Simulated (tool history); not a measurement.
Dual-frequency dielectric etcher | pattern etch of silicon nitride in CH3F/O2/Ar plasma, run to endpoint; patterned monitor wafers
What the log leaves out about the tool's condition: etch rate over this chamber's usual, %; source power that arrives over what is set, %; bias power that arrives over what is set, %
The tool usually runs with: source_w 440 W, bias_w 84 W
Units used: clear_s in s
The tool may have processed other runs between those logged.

run     day  source_w  bias_w  wafers since the last listed run  hours since the last wet clean  hours since the last source power generator calibration  hours since the last bias power generator calibration  hours since the last upper electrode change  incoming incoming film thickness, nm  clear_s
  1       0       440      84                                 0                             325                                                   3430.4                                                 3320.1                                       2483.7                                    60     94.7
  2   1.238       440      84                               221                           354.7                                                   3460.1                                                 3349.8                                       2513.4                                  59.2     93.8
  3   2.471       440      84                               221                           384.3                                                   3489.7                                                 3379.4                                         2543                                  59.3     94.7
  4   3.433       360      96                               172                           407.4                                                   3512.8                                                 3402.5                                       2566.1                                  59.8     96.2
  5   4.825       510      76                               249                           440.8                                                   3546.2                                                 3435.9                                       2599.5                                  59.5     93.7
      6.612  -- wet clean of the chamber
  6   6.633       510      76                               144                             0.5                                                   3589.6                                                 3479.3                                       2642.9                                  59.5       95
  7   7.229       500      95                               106                            14.8                                                   3603.9                                                 3493.6                                       2657.2                                  59.7     90.2
  8   8.617       500      95                               248                            48.1                                                   3637.2                                                 3526.9                                       2690.5                                  59.2     88.3
  9   9.192       500      95                               103                            61.9                                                     3651                                                 3540.7                                       2704.3                                  59.7     90.2
 10   9.908       440      84                               128                            79.1                                                   3668.2                                                 3557.9                                       2721.5                                  59.7     97.9
     11.733  -- wet clean of the chamber, repeated, since the last time left the tool worse
 11  11.754       440      84                               151                             0.5                                                   3712.5                                                 3602.2                                       2765.8                                  59.6     91.4
 12  11.767       490      84                                 2                             0.8                                                   3712.8                                                 3602.5                                       2766.1                                  59.3     87.9
 13   11.95       490      84                                32                             5.2                                                   3717.2                                                 3606.9                                       2770.5                                  59.2       87
 14  13.021       360      84                               191                            30.9                                                   3742.9                                                 3632.6                                       2796.2                                  59.9     98.2
     13.583  -- source power generator calibrated
 15  13.604       360      84                                74                            44.9                                                      0.5                                                 3646.6                                       2810.2                                  59.4     97.6
 16  14.729       440      84                               201                            71.9                                                     27.5                                                 3673.6                                       2837.2                                  58.8     90.8
 17  15.567       550      74                               150                              92                                                     47.6                                                 3693.7                                       2857.3                                  59.4     89.1
 18  16.758       490      84                               213                           120.6                                                     76.2                                                 3722.3                                       2885.9                                  59.6     89.8
 19  17.312       510      65                                99                           133.9                                                     89.5                                                 3735.6                                       2899.2                                  59.4     95.8
 20  17.921       440      84                               109                           148.5                                                    104.1                                                 3750.2                                       2913.8                                  59.3     91.8
 21  18.962       440      84                               186                           173.5                                                    129.1                                                 3775.2                                       2938.8                                  58.8     90.9
 22  19.879       490      90                               164                           195.5                                                    151.1                                                 3797.2                                       2960.8                                  60.1       88
 23  21.221       330      75                               240                           227.7                                                    183.3                                                 3829.4                                         2993                                  59.2    106.1
 24  22.146       390     103                               165                           249.9                                                    205.5                                                 3851.6                                       3015.2                                  59.6     90.6
     24.979  -- bias power generator calibrated
     25.908  -- upper electrode replaced
 25  25.929       440      84                               481                           340.7                                                    296.3                                                   22.8                                          0.5                                  60.3     95.8
 26  26.808       440     102                               157                           361.8                                                    317.4                                                   43.9                                         21.6                                  59.9     88.4
 27   27.55       380      89                               132                           379.6                                                    335.2                                                   61.7                                         39.4                                  59.2     96.7
 28  28.821       550      84                               227                           410.1                                                    365.7                                                   92.2                                         69.9                                  59.6     87.3
 29  29.792       440      84                               174                           433.4                                                      389                                                  115.5                                         93.2                                    60       96
 30  31.004       440     104                               217                           462.5                                                    418.1                                                  144.6                                        122.3                                  59.5     88.3
     32.017  -- wet clean of the chamber
 31   32.45       440      79                                79                            10.4                                                    452.8                                                  179.3                                          157                                  60.1     93.1
 32  33.192       400      92                               132                            28.2                                                    470.6                                                  197.1                                        174.8                                  59.5     91.4
 33   34.35       510      93                               207                              56                                                    498.4                                                  224.9                                        202.6                                  59.3     84.5
 34  34.862       360      65                                91                            68.3                                                    510.7                                                  237.2                                        214.9                                  59.7    107.1
 35  35.796       440      84                               167                            90.7                                                    533.1                                                  259.6                                        237.3                                    60     93.6
 36  37.083       510      69                               230                           121.6                                                      564                                                  290.5                                        268.2                                  59.8     93.5

Each run again, without the hidden state but with its own random variation kept:
run  clear_s
  1     92.2
  2     91.1
  3     91.6
  4     92.9
  5     90.3
  6     89.4
  7     84.8
  8     82.7
  9     84.4
 10     91.5
 11     91.2
 12     87.7
 13     86.8
 14     97.7
 15       97
 16     90.1
 17     88.2
 18     88.7
 19     94.4
 20     90.4
 21     89.4
 22     86.3
 23    103.8
 24     88.4
 25     92.8
 26     85.5
 27     93.4
 28     84.1
 29     92.2
 30     84.6
 31     93.4
 32     91.5
 33     84.4
 34    106.9
 35     93.3
 36     92.9

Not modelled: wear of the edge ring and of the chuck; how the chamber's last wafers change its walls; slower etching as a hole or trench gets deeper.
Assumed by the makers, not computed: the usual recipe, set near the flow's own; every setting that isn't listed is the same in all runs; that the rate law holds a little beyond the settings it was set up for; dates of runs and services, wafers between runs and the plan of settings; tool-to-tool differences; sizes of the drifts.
